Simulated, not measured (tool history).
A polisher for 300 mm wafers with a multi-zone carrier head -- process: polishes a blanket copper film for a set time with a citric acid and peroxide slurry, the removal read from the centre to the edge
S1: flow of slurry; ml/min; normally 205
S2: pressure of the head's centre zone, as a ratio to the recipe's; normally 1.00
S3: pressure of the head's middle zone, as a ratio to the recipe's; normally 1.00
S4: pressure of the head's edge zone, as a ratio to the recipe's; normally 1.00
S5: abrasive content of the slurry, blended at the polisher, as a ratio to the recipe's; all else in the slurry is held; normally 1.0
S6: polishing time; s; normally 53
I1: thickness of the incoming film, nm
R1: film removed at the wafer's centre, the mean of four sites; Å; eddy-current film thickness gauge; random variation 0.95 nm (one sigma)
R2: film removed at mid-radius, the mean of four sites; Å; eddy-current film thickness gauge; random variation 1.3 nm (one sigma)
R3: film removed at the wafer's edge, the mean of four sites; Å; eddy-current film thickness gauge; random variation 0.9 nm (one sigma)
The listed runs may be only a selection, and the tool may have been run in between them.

run   hour   S1    S2    S3    S4   S5  S6     I1    R1    R2    R3
  1    0.0  205  1.00  1.00  1.00  1.0  53  894.6  1385  1271  1262
  2   18.7  205  1.00  1.00  1.00  1.0  53  899.8  1374  1286  1270
  3   34.8  205  1.00  1.00  1.00  1.0  53  905.6  1367  1266  1256
  4   68.6  260  1.07  1.00  1.00  1.0  53  909.3  1486  1303  1285
  5   80.7  205  1.04  1.00  1.00  1.1  53  883.2  1429  1277  1271
     101.7  -- centre zone pressure recalibrated
  6  109.0  205  1.10  1.00  1.10  1.0  53  891.1  1407  1265  1294
  7  139.3  205  1.00  1.00  0.92  1.0  39  904.9   954   924   871
  8  159.9  205  1.00  1.00  1.00  1.0  53  893.3  1270  1234  1206
     164.1  -- worn pad replaced by a new one
  9  183.7  205  1.00  1.00  1.00  1.0  53  894.1  1326  1292  1263
     209.5  -- edge zone pressure recalibrated
 10  210.0  205  1.00  1.00  1.00  1.0  44  897.7  1112  1070  1047
 11  221.7  205  1.00  1.05  1.00  1.0  63  893.5  1599  1602  1500
 12  238.2  205  1.00  1.00  1.00  1.0  53  908.7  1331  1287  1259
 13  265.2  205  1.00  1.00  1.00  1.0  53  889.4  1332  1264  1248
 14  298.3  205  1.00  1.00  1.00  1.0  53  899.4  1339  1256  1254
 15  318.2  140  1.06  0.93  1.00  1.0  45  900.2  1091   934  1003
 16  333.9  185  1.00  1.00  1.04  1.0  46  911.5  1117  1066  1078
 17  363.4  205  1.06  1.00  1.00  1.0  53  907.6  1370  1226  1220
 18  385.4  160  1.00  1.00  1.00  1.0  53  906.9  1223  1142  1160
 19  415.9  205  1.00  1.00  0.91  1.0  71  901.9  1714  1607  1537
     435.8  -- worn pad replaced by a new one
 20  436.3  205  1.00  1.00  1.00  1.0  53  910.9  1382  1297  1276
 21  452.3  205  1.00  1.00  1.04  1.1  61  911.4  1597  1496  1529
 22  472.4  205  1.00  1.00  1.00  1.0  53  907.2  1396  1311  1276
 23  500.6  225  1.00  1.00  0.97  1.0  53  897.4  1395  1309  1268

Below are 3 alternative next runs, each starting from the tool's condition after run 23. Predict each:
  A  501.0  205  1.00  1.00  1.00  1.0  53  907.0   ?   ?   ?
  B  501.0  205  1.00  1.00  1.00  1.0  59  907.0   ?   ?   ?
  C  501.0  180  1.00  0.93  1.00  1.0  53  907.0   ?   ?   ?

run    R1    R2    R3
  A  1374  1298  1283
  B  1529  1445  1429
  C  1341  1196  1265
Take away the tool's hidden state, keep each run's random variation, and the runs would have read:
run    R1    R2    R3
  A  1333  1304  1289
  B  1484  1451  1435
  C  1302  1201  1270
